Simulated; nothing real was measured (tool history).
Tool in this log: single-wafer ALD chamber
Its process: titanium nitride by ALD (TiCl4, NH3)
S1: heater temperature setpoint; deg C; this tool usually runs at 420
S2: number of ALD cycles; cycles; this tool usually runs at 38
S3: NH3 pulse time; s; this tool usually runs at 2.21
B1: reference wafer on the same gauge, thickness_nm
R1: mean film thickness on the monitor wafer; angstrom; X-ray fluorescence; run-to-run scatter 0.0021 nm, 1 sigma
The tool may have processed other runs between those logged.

run,hour,S1,S2,S3,B1,R1
1,0.0,420,38,2.21,0.889,8.54
2,76.1,408,38,2.21,0.889,8.51
3,142.0,408,38,2.21,0.889,8.53
4,188.9,408,38,2.21,0.888,8.51
5,290.8,420,38,2.21,0.887,8.52
6,370.0,420,38,2.21,0.888,8.49
7,439.7,420,35,2.39,0.887,7.84
# hour 462.9: gauge calibrated
8,503.6,420,35,2.39,0.893,7.92
9,540.6,420,35,2.39,0.894,7.88
10,668.1,420,38,2.21,0.893,8.53
11,718.2,420,41,2.21,0.894,9.27
# hour 789.0: thermocouple changed; heater temperature recalibrated
12,789.5,420,41,2.21,0.893,9.26
13,836.7,420,41,2.21,0.895,9.27
14,933.1,420,38,2.21,0.894,8.55
15,1022.6,420,38,2.21,0.893,8.56
# hour 1086.0: showerhead replaced
16,1099.7,420,38,2.21,0.893,8.57
17,1197.0,420,38,2.21,0.895,8.57
18,1274.2,420,38,2.21,0.893,8.57
19,1345.5,410,32,2.96,0.893,7.26
20,1383.6,426,45,2.57,0.894,10.22
21,1448.9,420,31,2.21,0.893,7.01
22,1485.5,409,41,2.64,0.893,9.26
23,1543.7,415,38,1.72,0.892,8.50
24,1614.5,420,33,2.21,0.893,7.42
25,1700.6,434,38,2.90,0.892,8.60
26,1740.2,420,38,2.21,0.891,8.55
27,1828.4,433,38,2.21,0.892,8.57
28,1893.6,426,31,1.60,0.891,6.90
29,1957.4,428,38,3.09,0.892,8.64
30,2032.3,432,41,2.62,0.891,9.30
31,2089.0,420,38,2.21,0.892,8.53
32,2168.1,425,35,2.84,0.891,7.95
33,2209.5,420,38,2.21,0.891,8.54
34,2309.1,420,38,2.72,0.890,8.56
35,2349.2,408,33,1.54,0.890,7.25
36,2468.8,420,38,2.21,0.889,8.51
37,2538.8,420,42,2.21,0.889,9.42
38,2589.9,427,38,1.95,0.889,8.51
# hour 2619.6: thermocouple changed; heater temperature recalibrated
39,2633.8,420,38,2.21,0.889,8.50

Run-by-run hidden state of the tool:
wafer temperature above the value expected at the setpoint (K): 0 in every run
H1: gauge reads high (%)
run,H1
1,-0.628
2,-0.671
3,-0.709
4,-0.737
5,-0.799
6,-0.849
7,-0.895
8,-0.109
9,-0.109
10,-0.114
11,-0.117
12,-0.122
13,-0.126
14,-0.136
15,-0.147
16,-0.158
17,-0.174
18,-0.189
19,-0.204
20,-0.212
21,-0.227
22,-0.236
23,-0.251
24,-0.271
25,-0.296
26,-0.308
27,-0.336
28,-0.359
29,-0.381
30,-0.41
31,-0.432
32,-0.464
33,-0.481
34,-0.525
35,-0.543
36,-0.6
37,-0.635
38,-0.661
39,-0.684
